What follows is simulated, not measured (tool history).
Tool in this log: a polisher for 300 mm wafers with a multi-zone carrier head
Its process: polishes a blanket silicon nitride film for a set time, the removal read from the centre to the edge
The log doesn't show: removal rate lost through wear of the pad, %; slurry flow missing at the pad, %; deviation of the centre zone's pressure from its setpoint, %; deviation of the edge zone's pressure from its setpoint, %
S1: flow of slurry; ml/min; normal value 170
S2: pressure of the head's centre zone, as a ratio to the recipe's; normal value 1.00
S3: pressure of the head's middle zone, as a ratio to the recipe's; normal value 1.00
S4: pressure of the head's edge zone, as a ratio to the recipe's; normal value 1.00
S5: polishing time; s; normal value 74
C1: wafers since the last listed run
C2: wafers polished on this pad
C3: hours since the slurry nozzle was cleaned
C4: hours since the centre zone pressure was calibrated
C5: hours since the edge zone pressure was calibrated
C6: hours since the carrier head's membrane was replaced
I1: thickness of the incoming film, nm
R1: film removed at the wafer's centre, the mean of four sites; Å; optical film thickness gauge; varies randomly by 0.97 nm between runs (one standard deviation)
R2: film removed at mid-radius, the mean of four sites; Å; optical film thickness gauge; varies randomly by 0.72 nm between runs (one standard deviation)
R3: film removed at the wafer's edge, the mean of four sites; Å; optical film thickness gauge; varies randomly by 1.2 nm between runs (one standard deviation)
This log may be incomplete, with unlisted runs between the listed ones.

Run 1, hour 0.0: usual settings; C1 0; C2 1225; C3 68.5; C4 20.2; C5 833.2; C6 679.4; I1 373.9. Result: R1 1142 Å, R2 1108 Å, R3 1123 Å.
At hour 27.1: edge zone pressure recalibrated.
Run 2, hour 59.1: usual settings; C1 329; C2 1555; C3 127.6; C4 79.3; C5 32.0; C6 738.5; I1 368.1. Result: R1 1150 Å, R2 1118 Å, R3 1166 Å.
At hour 64.2: worn pad replaced by a new one.
Run 3, hour 108.2: usual settings; C1 260; C2 253; C3 176.7; C4 128.4; C5 81.1; C6 787.6; I1 369.4. Result: R1 1152 Å, R2 1117 Å, R3 1113 Å.
Run 4, hour 177.8: usual settings; C1 401; C2 655; C3 246.3; C4 198.0; C5 150.7; C6 857.2; I1 367.2. Result: R1 1157 Å, R2 1126 Å, R3 1157 Å.
At hour 186.7: slurry nozzle cleaned.
Run 5, hour 214.2: usual settings; C1 204; C2 860; C3 27.5; C4 234.4; C5 187.1; C6 893.6; I1 372.6. Result: R1 1128 Å, R2 1126 Å, R3 1138 Å.
Run 6, hour 278.5: usual settings; C1 371; C2 1231; C3 91.8; C4 298.7; C5 251.4; C6 957.9; I1 365.2. Result: R1 1157 Å, R2 1115 Å, R3 1160 Å.
At hour 340.9: worn pad replaced by a new one.
Run 7, hour 404.6: usual settings; C1 704; C2 367; C3 217.9; C4 424.8; C5 377.5; C6 1084.0; I1 368.3. Result: R1 1157 Å, R2 1123 Å, R3 1134 Å.
Run 8, hour 449.2: usual settings but S1 160 ml/min, S4 0.92; C1 257; C2 624; C3 262.5; C4 469.4; C5 422.1; C6 1128.6; I1 368.6. Result: R1 1157 Å, R2 1108 Å, R3 1105 Å.
At hour 470.3: slurry nozzle cleaned.
Run 9, hour 493.1: usual settings but S1 160 ml/min, S4 0.92; C1 247; C2 872; C3 22.8; C4 513.3; C5 466.0; C6 1172.5; I1 374.3. Result: R1 1151 Å, R2 1111 Å, R3 1091 Å.
Run 10, hour 533.0: usual settings; C1 230; C2 1102; C3 62.7; C4 553.2; C5 505.9; C6 1212.4; I1 374.6. Result: R1 1157 Å, R2 1118 Å, R3 1140 Å.
Run 11, hour 602.8: usual settings; C1 402; C2 1505; C3 132.5; C4 623.0; C5 575.7; C6 1282.2; I1 366.0. Result: R1 1147 Å, R2 1116 Å, R3 1133 Å.
Run 12, hour 643.4: usual settings; C1 234; C2 1740; C3 173.1; C4 663.6; C5 616.3; C6 1322.8; I1 376.8. Result: R1 1167 Å, R2 1118 Å, R3 1156 Å.
At hour 654.1: worn pad replaced by a new one.
At hour 715.2: slurry nozzle cleaned.
Run 13, hour 739.1: usual settings but S2 1.09, S4 1.03, S5 98 s; C1 523; C2 484; C3 23.9; C4 759.3; C5 712.0; C6 1418.5; I1 366.9. Result: R1 1669 Å, R2 1461 Å, R3 1547 Å.
At hour 904.2: edge zone pressure recalibrated.
Run 14, hour 904.7: usual settings; C1 944; C2 1429; C3 189.5; C4 924.9; C5 0.5; C6 1584.1; I1 369.5. Result: R1 1214 Å, R2 1101 Å, R3 1138 Å.
At hour 916.9: worn pad replaced by a new one.
At hour 921.3: carrier head's membrane replaced by a new one.
Run 15, hour 929.9: usual settings but S1 130 ml/min, S2 1.11, S3 0.92, S4 0.93; C1 96; C2 49; C3 214.7; C4 950.1; C5 25.7; C6 8.6; I1 366.4. Result: R1 1244 Å, R2 1013 Å, R3 1090 Å.
Run 16, hour 975.2: usual settings; C1 261; C2 310; C3 260.0; C4 995.4; C5 71.0; C6 53.9; I1 364.6. Result: R1 1210 Å, R2 1131 Å, R3 1147 Å.
At hour 1034.6: slurry nozzle cleaned.
Run 17, hour 1037.9: usual settings but S2 0.90, S3 0.92, S4 1.05, S5 49 s; C1 356; C2 667; C3 3.3; C4 1058.1; C5 133.7; C6 116.6; I1 376.6. Result: R1 758 Å, R2 694 Å, R3 776 Å.
Run 18, hour 1067.5: usual settings; C1 170; C2 837; C3 32.9; C4 1087.7; C5 163.3; C6 146.2; I1 368.1. Result: R1 1237 Å, R2 1127 Å, R3 1137 Å.
At hour 1124.7: centre zone pressure recalibrated.
Run 19, hour 1171.3: usual settings but S4 0.91; C1 587; C2 1425; C3 136.7; C4 46.6; C5 267.1; C6 250.0; I1 377.5. Result: R1 1138 Å, R2 1119 Å, R3 1112 Å.
At hour 1187.6: worn pad replaced by a new one.
Run 20, hour 1199.4: usual settings but S1 120 ml/min, S2 1.06, S3 1.03, S4 1.11; C1 139; C2 68; C3 164.8; C4 74.7; C5 295.2; C6 278.1; I1 373.9. Result: R1 1137 Å, R2 1106 Å, R3 1148 Å.
At hour 1315.0: slurry nozzle cleaned.
Run 21, hour 1369.7: usual settings but S1 115 ml/min, S3 0.93; C1 977; C2 1045; C3 54.7; C4 245.0; C5 465.5; C6 448.4; I1 378.2. Result: R1 1094 Å, R2 1008 Å, R3 1109 Å.
Run 22, hour 1417.8: usual settings but S5 97 s; C1 277; C2 1323; C3 102.8; C4 293.1; C5 513.6; C6 496.5; I1 362.9. Result: R1 1503 Å, R2 1470 Å, R3 1525 Å.

3 ways to go on from here, each from the tool as it stands after run 22. What would each give?
Run A, hour 1418.2: usual settings but S1 195 ml/min; C1 2; C2 1325; C3 103.2; C4 293.5; C5 514.0; C6 496.9; I1 369.7. Result: R1 ?, R2 ?, R3 ?.
Run B, hour 1418.2: usual settings but S4 1.10; C1 2; C2 1325; C3 103.2; C4 293.5; C5 514.0; C6 496.9; I1 369.7. Result: R1 ?, R2 ?, R3 ?.
Run C, hour 1418.2: usual settings but S5 58 s; C1 2; C2 1325; C3 103.2; C4 293.5; C5 514.0; C6 496.9; I1 369.7. Result: R1 ?, R2 ?, R3 ?.

run    R1    R2    R3
  A  1163  1140  1152
  B  1145  1124  1195
  C   897   881   893
With the hidden condition removed and each run's random variation left untouched, the same runs would have given:
run    R1    R2    R3
  A  1164  1140  1152
  B  1146  1124  1195
  C   898   881   893

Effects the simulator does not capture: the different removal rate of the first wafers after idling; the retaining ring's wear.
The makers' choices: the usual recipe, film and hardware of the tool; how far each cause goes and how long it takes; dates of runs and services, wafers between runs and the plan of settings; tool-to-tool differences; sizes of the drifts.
